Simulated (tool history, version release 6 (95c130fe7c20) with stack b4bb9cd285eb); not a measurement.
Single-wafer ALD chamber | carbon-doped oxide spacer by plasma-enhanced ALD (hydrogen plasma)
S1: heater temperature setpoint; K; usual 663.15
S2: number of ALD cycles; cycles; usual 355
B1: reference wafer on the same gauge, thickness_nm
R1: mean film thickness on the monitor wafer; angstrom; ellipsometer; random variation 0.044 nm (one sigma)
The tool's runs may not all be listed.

run 1 hour=0.0 | S1=663.15 S2=355 | B1=18.690 | R1=176.79
run 2 hour=61.1 | S1=663.15 S2=355 | B1=18.717 | R1=177.58
run 3 hour=144.9 | S1=663.15 S2=355 | B1=18.694 | R1=176.46
run 4 hour=209.1 | S1=663.15 S2=355 | B1=18.706 | R1=176.05
run 5 hour=265.8 | S1=652.15 S2=408 | B1=18.693 | R1=203.50
run 6 hour=366.2 | S1=652.15 S2=408 | B1=18.699 | R1=202.86
run 7 hour=456.2 | S1=652.15 S2=408 | B1=18.692 | R1=202.48
run 8 hour=496.8 | S1=657.15 S2=355 | B1=18.667 | R1=176.51
run 9 hour=540.4 | S1=663.15 S2=355 | B1=18.713 | R1=177.35
run 10 hour=607.1 | S1=663.15 S2=355 | B1=18.693 | R1=176.68
run 11 hour=711.8 | S1=663.15 S2=355 | B1=18.692 | R1=176.89
-- hour=801.2 gauge calibrated
run 12 hour=804.5 | S1=663.15 S2=355 | B1=18.734 | R1=176.77
run 13 hour=1124.3 | S1=663.15 S2=355 | B1=18.683 | R1=176.20
run 14 hour=1182.9 | S1=653.15 S2=295 | B1=18.705 | R1=146.60
run 15 hour=1226.5 | S1=655.15 S2=285 | B1=18.686 | R1=141.81
run 16 hour=1316.5 | S1=663.15 S2=320 | B1=18.709 | R1=159.60
run 17 hour=1406.0 | S1=663.15 S2=419 | B1=18.676 | R1=208.74
run 18 hour=1462.9 | S1=650.15 S2=296 | B1=18.717 | R1=147.19
-- hour=1547.1 thermocouple changed; heater temperature recalibrated
run 19 hour=1553.1 | S1=659.15 S2=337 | B1=18.700 | R1=167.79
run 20 hour=1611.3 | S1=652.15 S2=408 | B1=18.716 | R1=202.89
run 21 hour=1683.3 | S1=671.15 S2=390 | B1=18.695 | R1=194.43
run 22 hour=1758.4 | S1=652.15 S2=408 | B1=18.670 | R1=203.33
run 23 hour=1798.8 | S1=663.15 S2=355 | B1=18.705 | R1=176.08
run 24 hour=1876.6 | S1=651.15 S2=392 | B1=18.704 | R1=195.56
-- hour=1909.6 gauge calibrated
run 25 hour=1959.0 | S1=663.15 S2=399 | B1=18.724 | R1=199.13
run 26 hour=2010.6 | S1=663.15 S2=355 | B1=18.693 | R1=176.37
run 27 hour=2083.7 | S1=663.15 S2=308 | B1=18.734 | R1=152.92

5 ways to go on from here, each from the tool as it stands after run 27. What would each give?
run A hour=2084.6 | S1=663.15 S2=296 | B1=? | R1=?
run B hour=2084.6 | S1=650.15 S2=416 | B1=? | R1=?
run C hour=2084.6 | S1=659.15 S2=355 | B1=? | R1=?
run D hour=2084.6 | S1=673.15 S2=324 | B1=? | R1=?
run E hour=2084.6 | S1=653.15 S2=336 | B1=? | R1=?

run=A B1=18.677 R1=147.25
run=B B1=18.677 R1=206.95
run=C B1=18.677 R1=176.61
run=D B1=18.677 R1=161.18
run=E B1=18.677 R1=167.15
Without the tool's hidden state the same runs would have given:
run=A R1=147.25
run=B R1=206.95
run=C R1=176.61
run=D R1=161.18
run=E R1=167.15
